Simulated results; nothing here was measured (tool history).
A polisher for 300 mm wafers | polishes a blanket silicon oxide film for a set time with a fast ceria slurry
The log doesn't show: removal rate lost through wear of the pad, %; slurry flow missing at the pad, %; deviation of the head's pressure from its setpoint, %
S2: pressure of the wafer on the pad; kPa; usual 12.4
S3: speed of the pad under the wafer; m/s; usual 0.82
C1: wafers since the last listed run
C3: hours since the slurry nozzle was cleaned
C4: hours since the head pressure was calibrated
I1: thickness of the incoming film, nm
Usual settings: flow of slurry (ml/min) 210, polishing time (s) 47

Run 1, day 0.000: usual settings but flow of slurry (ml/min) 235; C1 0; wafers polished on this pad 887; C3 453.4; C4 166.1; I1 2534.4. Result: film removed (Å) 3924.
Run 2, day 2.667: usual settings but S3 1.04 m/s; C1 423; wafers polished on this pad 1310; C3 517.4; C4 230.1; I1 2543.5. Result: film removed (Å) 4815.
Run 3, day 7.083: usual settings but S3 1.04 m/s; C1 701; wafers polished on this pad 2012; C3 623.4; C4 336.1; I1 2495.1. Result: film removed (Å) 4782.
Run 4, day 8.900: usual settings; C1 288; wafers polished on this pad 2300; C3 667.0; C4 379.7; I1 2531.7. Result: film removed (Å) 3974.
At day 10.562: slurry nozzle cleaned.
Run 5, day 12.408: usual settings; C1 550; wafers polished on this pad 2851; C3 44.3; C4 463.9; I1 2516.7. Result: film removed (Å) 4094.
Run 6, day 14.721: usual settings; C1 367; wafers polished on this pad 3218; C3 99.8; C4 519.4; I1 2524.6. Result: film removed (Å) 4126.
Run 7, day 16.604: usual settings but polishing time (s) 38; C1 299; wafers polished on this pad 3517; C3 145.0; C4 564.6; I1 2520.4. Result: film removed (Å) 3308.
At day 17.600: worn pad replaced by a new one.
Run 8, day 19.083: usual settings but polishing time (s) 38; C1 367; wafers polished on this pad 235; C3 204.5; C4 624.1; I1 2522.6. Result: film removed (Å) 3334.
Run 9, day 21.746: usual settings but polishing time (s) 38; C1 422; wafers polished on this pad 658; C3 268.4; C4 688.0; I1 2574.1. Result: film removed (Å) 3333.
Run 10, day 23.300: usual settings; C1 246; wafers polished on this pad 905; C3 305.7; C4 725.3; I1 2504.1. Result: film removed (Å) 4151.
At day 24.638: head pressure recalibrated.
Run 11, day 27.600: usual settings; C1 669; wafers polished on this pad 1574; C3 408.9; C4 71.1; I1 2540.3. Result: film removed (Å) 3735.
Run 12, day 29.158: usual settings; C1 247; wafers polished on this pad 1822; C3 446.3; C4 108.5; I1 2547.4. Result: film removed (Å) 3814.
Run 13, day 32.312: usual settings; C1 500; wafers polished on this pad 2323; C3 522.0; C4 184.2; I1 2548.7. Result: film removed (Å) 3783.
Run 14, day 36.042: usual settings; C1 592; wafers polished on this pad 2915; C3 611.5; C4 273.7; I1 2572.1. Result: film removed (Å) 3874.
Run 15, day 37.854: usual settings; C1 287; wafers polished on this pad 3203; C3 655.0; C4 317.2; I1 2511.9. Result: film removed (Å) 3873.
At day 38.150: slurry nozzle cleaned.
Run 16, day 40.575: usual settings but S3 0.90 m/s, polishing time (s) 61; C1 425; wafers polished on this pad 3628; C3 58.2; C4 382.5; I1 2546.4. Result: film removed (Å) 5583.
Run 17, day 42.821: usual settings but flow of slurry (ml/min) 260, S2 14.5 kPa, S3 0.94 m/s, polishing time (s) 51; C1 356; wafers polished on this pad 3985; C3 112.1; C4 436.4; I1 2569.0. Result: film removed (Å) 5690.
At day 43.238: worn pad replaced by a new one.
Run 18, day 46.146: usual settings; C1 501; wafers polished on this pad 461; C3 191.9; C4 516.2; I1 2546.6. Result: film removed (Å) 4010.
Run 19, day 50.058: usual settings but flow of slurry (ml/min) 170, S2 15.9 kPa, S3 0.64 m/s; C1 621; wafers polished on this pad 1083; C3 285.8; C4 610.1; I1 2525.3. Result: film removed (Å) 3956.
Run 20, day 53.283: usual settings but flow of slurry (ml/min) 150, S2 15.2 kPa, S3 0.72 m/s, polishing time (s) 38; C1 512; wafers polished on this pad 1595; C3 363.2; C4 687.5; I1 2552.8. Result: film removed (Å) 3314.
Run 21, day 55.896: usual settings but flow of slurry (ml/min) 260, S2 14.5 kPa, S3 0.94 m/s, polishing time (s) 51; C1 414; wafers polished on this pad 2010; C3 425.9; C4 750.2; I1 2530.9. Result: film removed (Å) 5556.
Run 22, day 59.062: usual settings but polishing time (s) 38; C1 502; wafers polished on this pad 2513; C3 501.9; C4 826.2; I1 2510.9. Result: film removed (Å) 3211.
At day 59.379: head pressure recalibrated.
Run 23, day 61.358: usual settings but S2 15.2 kPa; C1 351; wafers polished on this pad 2864; C3 557.0; C4 47.5; I1 2548.4. Result: film removed (Å) 4362.
At day 63.146: slurry nozzle cleaned.
Run 24, day 63.400: usual settings but S3 0.72 m/s, polishing time (s) 55; C1 317; wafers polished on this pad 3182; C3 6.1; C4 96.5; I1 2553.6. Result: film removed (Å) 4115.
At day 69.450: worn pad replaced by a new one.
Run 25, day 69.650: usual settings but polishing time (s) 40; C1 966; wafers polished on this pad 32; C3 156.1; C4 246.5; I1 2489.7. Result: film removed (Å) 3319.
Run 26, day 72.321: usual settings but S2 9.7 kPa, S3 1.04 m/s, polishing time (s) 62; C1 424; wafers polished on this pad 456; C3 220.2; C4 310.6; I1 2568.7. Result: film removed (Å) 5232.
Run 27, day 75.154: usual settings but S2 9.0 kPa; C1 449; wafers polished on this pad 906; C3 288.2; C4 378.6; I1 2506.8. Result: film removed (Å) 3102.
Run 28, day 77.138: usual settings but S3 0.58 m/s; C1 314; wafers polished on this pad 1221; C3 335.8; C4 426.2; I1 2555.8. Result: film removed (Å) 2975.
Run 29, day 78.746: usual settings but S3 0.64 m/s, polishing time (s) 58; C1 255; wafers polished on this pad 1476; C3 374.4; C4 464.8; I1 2555.7. Result: film removed (Å) 3963.
Run 30, day 81.596: usual settings; C1 452; wafers polished on this pad 1929; C3 442.8; C4 533.2; I1 2573.8. Result: film removed (Å) 3986.
Run 31, day 84.525: usual settings but S2 14.5 kPa, S3 0.74 m/s; C1 465; wafers polished on this pad 2394; C3 513.1; C4 603.5; I1 2589.6. Result: film removed (Å) 4084.
Run 32, day 86.900: usual settings but flow of slurry (ml/min) 250, S2 13.8 kPa, S3 0.58 m/s, polishing time (s) 57; C1 377; wafers polished on this pad 2771; C3 570.1; C4 660.5; I1 2494.8. Result: film removed (Å) 3962.
At day 88.083: slurry nozzle cleaned.
Run 33, day 90.096: usual settings but polishing time (s) 41; C1 500; wafers polished on this pad 3272; C3 48.3; C4 737.2; I1 2533.4. Result: film removed (Å) 3577.
Run 34, day 94.367: usual settings; C1 678; wafers polished on this pad 3950; C3 150.8; C4 839.7; I1 2522.3. Result: film removed (Å) 4068.
At day 95.438: head pressure recalibrated.
Run 35, day 96.621: usual settings but flow of slurry (ml/min) 270, S2 11.0 kPa, S3 0.74 m/s; C1 344; wafers polished on this pad 4295; C3 204.9; C4 28.4; I1 2563.4. Result: film removed (Å) 3184.
Run 36, day 98.958: usual settings; C1 371; wafers polished on this pad 4666; C3 261.0; C4 84.5; I1 2517.6. Result: film removed (Å) 3823.
At day 99.767: worn pad replaced by a new one.
Run 37, day 102.204: usual settings; C1 489; wafers polished on this pad 387; C3 338.9; C4 162.4; I1 2572.7. Result: film removed (Å) 3824.

Forecast each of these 3 alternatives for the next run:
Run A, day 102.221: usual settings but S2 10.3 kPa; C1 2; wafers polished on this pad 390; C3 339.3; C4 162.8; I1 2495.4. Result: film removed (Å) ?.
Run B, day 102.221: usual settings but flow of slurry (ml/min) 260, S2 14.5 kPa, S3 1.00 m/s, polishing time (s) 32; C1 2; wafers polished on this pad 390; C3 339.3; C4 162.8; I1 2495.4. Result: film removed (Å) ?.
Run C, day 102.221: usual settings but flow of slurry (ml/min) 165, S2 11.0 kPa; C1 2; wafers polished on this pad 390; C3 339.3; C4 162.8; I1 2495.4. Result: film removed (Å) ?.

run  film removed (Å)
  A              3285
  B              3547
  C              3385
Without the tool's hidden state the same runs would have given:
run  film removed (Å)
  A              3269
  B              3522
  C              3377
